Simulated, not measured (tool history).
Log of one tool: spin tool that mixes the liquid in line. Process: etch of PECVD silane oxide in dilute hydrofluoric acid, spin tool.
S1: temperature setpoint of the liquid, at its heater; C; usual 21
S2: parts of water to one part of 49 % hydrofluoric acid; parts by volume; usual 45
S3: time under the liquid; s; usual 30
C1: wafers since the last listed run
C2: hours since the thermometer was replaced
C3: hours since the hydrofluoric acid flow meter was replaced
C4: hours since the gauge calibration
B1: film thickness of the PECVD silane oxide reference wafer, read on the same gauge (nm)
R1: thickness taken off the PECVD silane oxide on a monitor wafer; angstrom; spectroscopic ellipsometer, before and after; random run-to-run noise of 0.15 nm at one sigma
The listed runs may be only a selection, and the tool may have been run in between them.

run	hour	S1	S2	S3	C1	C2	C3	C4	B1	R1
1	0	21	35	30	0	370.4	1873.3	328.1	140.04	217.4
2	33.4	21	45	30	297	403.8	1906.7	361.5	139.98	164.5
3	65.6	21	45	30	286	436	1938.9	393.7	140.02	167.7
4	91.3	21	45	30	228	461.7	1964.6	419.4	140.06	166.8
5	126.5	21	45	30	313	496.9	1999.8	454.6	139.98	164
6	146.1	21	45	30	174	516.5	2019.4	474.2	139.98	165
# hour 178.1: thermometer replaced
# hour 248: gauge calibrated
7	250.5	21	45	20	920	72.4	2123.8	2.5	139.98	113.9
8	266.3	21	45	30	140	88.2	2139.6	18.3	139.99	171.2
9	282.1	21	45	30	140	104	2155.4	34.1	139.93	169.2
10	298.2	21	45	15	143	120.1	2171.5	50.2	139.95	84.3
# hour 308.3: hydrofluoric acid flow meter replaced
11	399.2	19	30	45	890	221.1	90.9	151.2	139.98	351.7
12	422.5	21	35	40	207	244.4	114.2	174.5	140	291.2
13	488.5	21	45	30	587	310.4	180.2	240.5	140.04	163.3
14	510.4	17.5	60	30	194	332.3	202.1	262.4	139.97	106.4

Each row is a separate what-if for the run after 14, all from the same tool condition, not one after another. Results?
A	510.8	21	45	30	3	332.7	202.5	262.8	?	?
B	510.8	19	45	40	3	332.7	202.5	262.8	?	?
C	510.8	23	55	15	3	332.7	202.5	262.8	?	?
D	510.8	18	65	35	3	332.7	202.5	262.8	?	?
E	510.8	23.5	55	25	3	332.7	202.5	262.8	?	?

run	B1	R1
A	140.04	165.7
B	140.04	202.8
C	140.04	72.8
D	140.04	115.1
E	140.04	123.9
Had the tool no hidden state, the same runs would have come out as:
run	R1
A	170.9
B	209.2
C	75
D	118.7
E	127.7

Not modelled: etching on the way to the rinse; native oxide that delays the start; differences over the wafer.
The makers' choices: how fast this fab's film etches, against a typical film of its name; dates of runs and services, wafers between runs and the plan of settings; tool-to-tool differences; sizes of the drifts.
